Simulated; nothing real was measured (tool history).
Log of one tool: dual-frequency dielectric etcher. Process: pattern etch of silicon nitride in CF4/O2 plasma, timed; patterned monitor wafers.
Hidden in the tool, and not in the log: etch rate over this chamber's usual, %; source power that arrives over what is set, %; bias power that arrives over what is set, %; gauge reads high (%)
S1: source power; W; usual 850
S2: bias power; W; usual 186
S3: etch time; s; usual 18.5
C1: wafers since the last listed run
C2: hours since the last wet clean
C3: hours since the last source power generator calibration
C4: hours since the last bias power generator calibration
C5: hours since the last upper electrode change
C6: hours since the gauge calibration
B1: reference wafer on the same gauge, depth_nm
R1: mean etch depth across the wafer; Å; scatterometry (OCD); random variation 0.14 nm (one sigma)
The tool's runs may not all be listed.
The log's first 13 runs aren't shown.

| run | day | S1 | S2 | S3 | C1 | C2 | C3 | C4 | C5 | C6 | B1 | R1 |
|---|---|---|---|---|---|---|---|---|---|---|---|---|
| 14 | 40.796 | 850 | 186 | 18.5 | 765 | 178.7 | 263.8 | 3176.5 | 1944.1 | 71.1 | 50.5 | 579 |
| 15 | 43.833 | 850 | 165 | 18.5 | 804 | 251.6 | 336.7 | 3249.4 | 2017.0 | 144.0 | 50.4 | 555 |
| 16 | 45.450 | 850 | 186 | 18.5 | 428 | 290.4 | 375.5 | 3288.2 | 2055.8 | 182.8 | 50.4 | 578 |
| 17 | 47.088 | 850 | 141 | 18.5 | 433 | 329.7 | 414.8 | 3327.5 | 2095.1 | 222.1 | 50.3 | 526 |
| 18 | 49.538 | 670 | 186 | 17.0 | 648 | 388.5 | 473.6 | 3386.3 | 2153.9 | 280.9 | 50.3 | 419 |
| 19 | 53.221 | 850 | 213 | 18.5 | 975 | 476.9 | 562.0 | 3474.7 | 2242.3 | 369.3 | 50.2 | 609 |
|  | 56.596 | upper electrode replaced |
|  | 56.746 | wet clean of the chamber |
| 20 | 56.767 | 1000 | 186 | 22.5 | 634 | 0.5 | 647.1 | 3559.8 | 4.1 | 454.4 | 50.2 | 821 |
| 21 | 60.154 | 850 | 186 | 18.5 | 896 | 81.8 | 728.4 | 3641.1 | 85.4 | 535.7 | 50.1 | 575 |
| 22 | 63.279 | 850 | 186 | 18.5 | 827 | 156.8 | 803.4 | 3716.1 | 160.4 | 610.7 | 50.1 | 576 |
|  | 63.908 | bias power generator calibrated |
| 23 | 65.688 | 850 | 186 | 18.5 | 593 | 214.6 | 861.2 | 42.7 | 218.2 | 668.5 | 50.1 | 575 |
| 24 | 69.512 | 970 | 159 | 20.0 | 1012 | 306.4 | 953.0 | 134.5 | 310.0 | 760.3 | 50.0 | 672 |
| 25 | 72.483 | 690 | 208 | 18.5 | 786 | 377.7 | 1024.3 | 205.8 | 381.3 | 831.6 | 50.0 | 484 |
|  | 76.542 | wet clean of the chamber |
| 26 | 76.562 | 850 | 186 | 18.5 | 815 | 0.5 | 1122.2 | 303.7 | 479.2 | 929.5 | 50.0 | 572 |
| 27 | 79.729 | 710 | 229 | 16.5 | 838 | 76.5 | 1198.2 | 379.7 | 555.2 | 1005.5 | 50.0 | 461 |
| 28 | 82.933 | 850 | 186 | 18.5 | 848 | 153.4 | 1275.1 | 456.6 | 632.1 | 1082.4 | 50.0 | 575 |
| 29 | 85.942 | 850 | 148 | 14.5 | 796 | 225.6 | 1347.3 | 528.8 | 704.3 | 1154.6 | 49.9 | 416 |
| 30 | 88.908 | 850 | 186 | 23.0 | 785 | 296.8 | 1418.5 | 600.0 | 775.5 | 1225.8 | 49.9 | 715 |
| 31 | 92.308 | 660 | 186 | 18.5 | 900 | 378.4 | 1500.1 | 681.6 | 857.1 | 1307.4 | 49.9 | 444 |

3 ways to go on from here, each from the tool as it stands after run 31. What would each give?
| A | 92.325 | 850 | 186 | 18.5 | 4 | 378.8 | 1500.5 | 682.0 | 857.5 | 1307.8 | ? | ? |
| B | 92.325 | 660 | 228 | 17.0 | 4 | 378.8 | 1500.5 | 682.0 | 857.5 | 1307.8 | ? | ? |
| C | 92.325 | 950 | 212 | 17.0 | 4 | 378.8 | 1500.5 | 682.0 | 857.5 | 1307.8 | ? | ? |

| run | B1 | R1 |
|---|---|---|
| A | 49.9 | 573 |
| B | 49.9 | 438 |
| C | 49.9 | 616 |
Without the tool's hidden state the same runs would have given:
| run | R1 |
|---|---|
| A | 579 |
| B | 443 |
| C | 623 |
